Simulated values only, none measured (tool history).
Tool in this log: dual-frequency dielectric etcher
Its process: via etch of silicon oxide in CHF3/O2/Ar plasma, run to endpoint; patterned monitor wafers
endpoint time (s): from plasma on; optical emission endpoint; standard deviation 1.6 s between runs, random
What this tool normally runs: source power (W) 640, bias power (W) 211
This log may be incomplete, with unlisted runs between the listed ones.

run     day  source power (W)  bias power (W)  incoming incoming film thickness, nm  endpoint time (s)
  1       0               640             211                                 791.8              360.8
  2     1.2               640             211                                 796.1              364.8
  3   2.025               640             211                                 784.8              360.1
  4   3.067               640             211                                 786.9              363.1
  5   4.542               700             211                                 788.1              358.4
  6   5.675               700             211                                 778.5              352.4
  7   6.858               700             211                                 789.6              360.8
  8   8.038               640             234                                 790.8              354.2
  9   9.262               640             234                                 790.7              355.6
 10  10.508               640             234                                 790.3              355.9
 11  11.233               640             211                                   787              371.3
 12  12.183               640             211                                 791.4              372.4
 13  13.321               640             211                                 781.6              368.8
     14.462  -- upper electrode replaced
 14  14.779               680             211                                 793.6              371.7
 15  15.638               680             211                                 791.5              366.5
 16    16.7               710             167                                 789.1              398.4
 17  17.875               760             167                                 788.7                391
     18.383  -- bias power generator calibrated
 18  18.771               640             211                                 791.2              377.5
     19.904  -- wet clean of the chamber
 19  20.108               580             211                                 790.6              367.1
 20  20.754               640             211                                   785              356.5
     21.262  -- source power generator calibrated
 21  22.158               740             211                                 784.1              346.2
 22      23               550             196                                 787.4              383.6
 23  23.908               770             173                                 779.7              366.2
 24  24.629               580             258                                 790.1              345.1
 25  25.738               590             243                                 793.4              352.5
 26    26.6               780             211                                 789.9              347.6
 27  27.688               790             190                                 780.2              354.3
 28  28.942               700             242                                 787.3              338.5
 29  29.875               640             211                                 789.2              365.3
 30    30.7               640             211                                 786.3              370.2

What if the next run were any one of these 5? Each begins from the tool's condition after run 30:
  A  30.721               640             211                                 791.4                  ?
  B  30.721               640             186                                 791.4                  ?
  C  30.721               570             170                                 791.4                  ?
  D  30.721               710             211                                 791.4                  ?
  E  30.721               760             235                                 791.4                  ?

run  endpoint time (s)
  A              367.6
  B              385.1
  C              409.1
  D              358.3
  E              338.4
What these runs would have given with no unlogged condition in the tool:
run  endpoint time (s)
  A                357
  B              373.9
  C              397.2
  D              347.9
  E              328.6
